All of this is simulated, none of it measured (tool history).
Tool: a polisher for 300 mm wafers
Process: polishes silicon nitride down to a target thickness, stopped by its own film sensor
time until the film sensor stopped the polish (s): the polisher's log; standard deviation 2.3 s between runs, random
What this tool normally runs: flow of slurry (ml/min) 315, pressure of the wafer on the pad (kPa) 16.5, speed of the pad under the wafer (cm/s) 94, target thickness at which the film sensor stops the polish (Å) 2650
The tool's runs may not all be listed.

| run | hour | flow of slurry (ml/min) | pressure of the wafer on the pad (kPa) | speed of the pad under the wafer (cm/s) | target thickness at which the film sensor stops the polish (Å) | incoming thickness of the incoming film, nm | time until the film sensor stopped the polish (s) |
|---|---|---|---|---|---|---|---|
| 1 | 0 | 315 | 19.3 | 94 | 2650 | 438.6 | 135.3 |
|  | 0.4 | slurry nozzle cleaned |
|  | 50.8 | worn pad replaced by a new one |
| 2 | 66.8 | 315 | 14.5 | 94 | 2650 | 431.7 | 171.8 |
| 3 | 138.1 | 315 | 16.5 | 94 | 2650 | 435.7 | 151.9 |
| 4 | 168.2 | 315 | 16.5 | 94 | 2650 | 427.9 | 152 |
|  | 199.8 | worn pad replaced by a new one |
| 5 | 226.9 | 315 | 18.6 | 94 | 2650 | 434.7 | 136.4 |
|  | 260 | slurry nozzle cleaned |
| 6 | 267.1 | 315 | 18.6 | 94 | 2650 | 433.4 | 135.4 |
| 7 | 300.9 | 315 | 16.5 | 94 | 2650 | 427.1 | 150.1 |
|  | 329.3 | worn pad replaced by a new one |
| 8 | 333.5 | 315 | 16.5 | 94 | 2650 | 431.3 | 155.8 |
| 9 | 364.9 | 225 | 12.4 | 64 | 2650 | 428.3 | 285 |
|  | 378.9 | head pressure recalibrated |
| 10 | 427.1 | 315 | 16.5 | 94 | 2650 | 432.1 | 153.1 |
| 11 | 456.4 | 315 | 18.6 | 94 | 2650 | 421.9 | 126 |

What does the tool deliver on the next run?
|  | 466.2 | worn pad replaced by a new one |
| 12 | 512.1 | 415 | 16.5 | 94 | 2650 | 438.6 | ? |

{"run 12": {"time until the film sensor stopped the polish (s)": 159.7}}
On a tool with no hidden condition, and with the same random variation, this run would have come out at time until the film sensor stopped the polish (s) 159.7.

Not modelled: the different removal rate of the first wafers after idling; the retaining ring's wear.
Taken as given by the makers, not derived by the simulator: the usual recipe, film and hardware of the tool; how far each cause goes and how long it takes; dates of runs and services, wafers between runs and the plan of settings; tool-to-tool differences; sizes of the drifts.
